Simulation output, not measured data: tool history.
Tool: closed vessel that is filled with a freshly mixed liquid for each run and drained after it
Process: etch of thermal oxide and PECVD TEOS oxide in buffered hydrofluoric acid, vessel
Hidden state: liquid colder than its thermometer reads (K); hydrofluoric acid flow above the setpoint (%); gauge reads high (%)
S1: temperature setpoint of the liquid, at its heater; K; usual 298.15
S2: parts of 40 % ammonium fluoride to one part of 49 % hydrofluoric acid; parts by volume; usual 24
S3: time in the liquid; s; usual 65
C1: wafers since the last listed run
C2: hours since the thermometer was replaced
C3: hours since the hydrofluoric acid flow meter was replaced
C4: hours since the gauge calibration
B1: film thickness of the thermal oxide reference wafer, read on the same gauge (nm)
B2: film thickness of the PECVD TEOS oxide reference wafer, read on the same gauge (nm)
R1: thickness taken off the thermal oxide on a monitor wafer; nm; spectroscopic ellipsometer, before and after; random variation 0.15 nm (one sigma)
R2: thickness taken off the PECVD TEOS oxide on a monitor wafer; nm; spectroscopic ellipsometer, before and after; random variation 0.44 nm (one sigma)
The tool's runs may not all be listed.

run,day,S1,S2,S3,C1,C2,C3,C4,B1,B2,R1,R2
1,0,298.15,18,65,0,1247.7,408.3,604.4,80,100,45.49,73.66
2,1.75,298.15,18,65,3376,1289.7,450.3,646.4,80.01,99.99,46.05,74.02
# day 2.688: gauge calibrated
3,4.392,298.15,24,55,5096,1353.1,513.7,40.9,79.97,100.01,30.46,49.24
4,5.533,298.15,24,55,2202,1380.5,541.1,68.3,80,100.01,30.56,49.58
5,8.283,296.65,24,75,5305,1446.5,607.1,134.3,80.01,100.01,38.72,62.83
6,10.783,298.15,28.5,65,4823,1506.5,667.1,194.3,80.01,100,32.6,52.8
7,11.804,298.15,28.5,65,1969,1531,691.6,218.8,80.01,100.01,32.66,53.56
# day 12.329: thermometer replaced
8,13.842,298.15,24,65,3850,36.3,740.5,267.7,79.98,100.01,36.66,59.71
9,15.517,298.15,24,100,3231,76.5,780.7,307.9,80.02,100,56.89,91.41
10,16.596,298.15,24,45,2081,102.4,806.6,333.8,79.99,99.99,25.7,41.22
11,18.858,295.65,29.5,65,4364,156.7,860.9,388.1,80,100,27.91,45.42
12,20.704,298.15,24,65,3560,201,905.2,432.4,80.01,100.01,37.21,60.44
13,21.942,298.15,24,65,2387,230.7,934.9,462.1,79.98,99.99,36.92,59.96
14,24.512,296.65,30,65,4959,292.4,996.6,523.8,79.99,100,29.46,46.65
# day 24.95: hydrofluoric acid flow meter replaced
15,25.525,298.15,24,65,1872,316.7,13.8,548.1,79.99,100.01,34.9,56.84
# day 25.871: gauge calibrated
16,31.562,298.15,24,80,11647,461.6,158.7,136.6,80,100,43.88,70.58
17,33.529,298.15,24,65,3794,508.8,205.9,183.8,80,99.98,35.63,57.86

3 ways to go on from here, each from the tool as it stands after run 17. What would each give?
A,33.558,298.15,24,65,56,509.5,206.6,184.5,?,?,?,?
B,33.558,296.15,27,30,56,509.5,206.6,184.5,?,?,?,?
C,33.558,300.15,21.5,95,56,509.5,206.6,184.5,?,?,?,?

run,B1,B2,R1,R2
A,79.99,99.99,35.59,57.48
B,79.99,99.99,13.57,21.92
C,79.99,99.99,62.5,100.96
Without the tool's hidden state the same runs would have given:
run,R1,R2
A,34.85,56.3
B,13.29,21.47
C,61.22,98.89

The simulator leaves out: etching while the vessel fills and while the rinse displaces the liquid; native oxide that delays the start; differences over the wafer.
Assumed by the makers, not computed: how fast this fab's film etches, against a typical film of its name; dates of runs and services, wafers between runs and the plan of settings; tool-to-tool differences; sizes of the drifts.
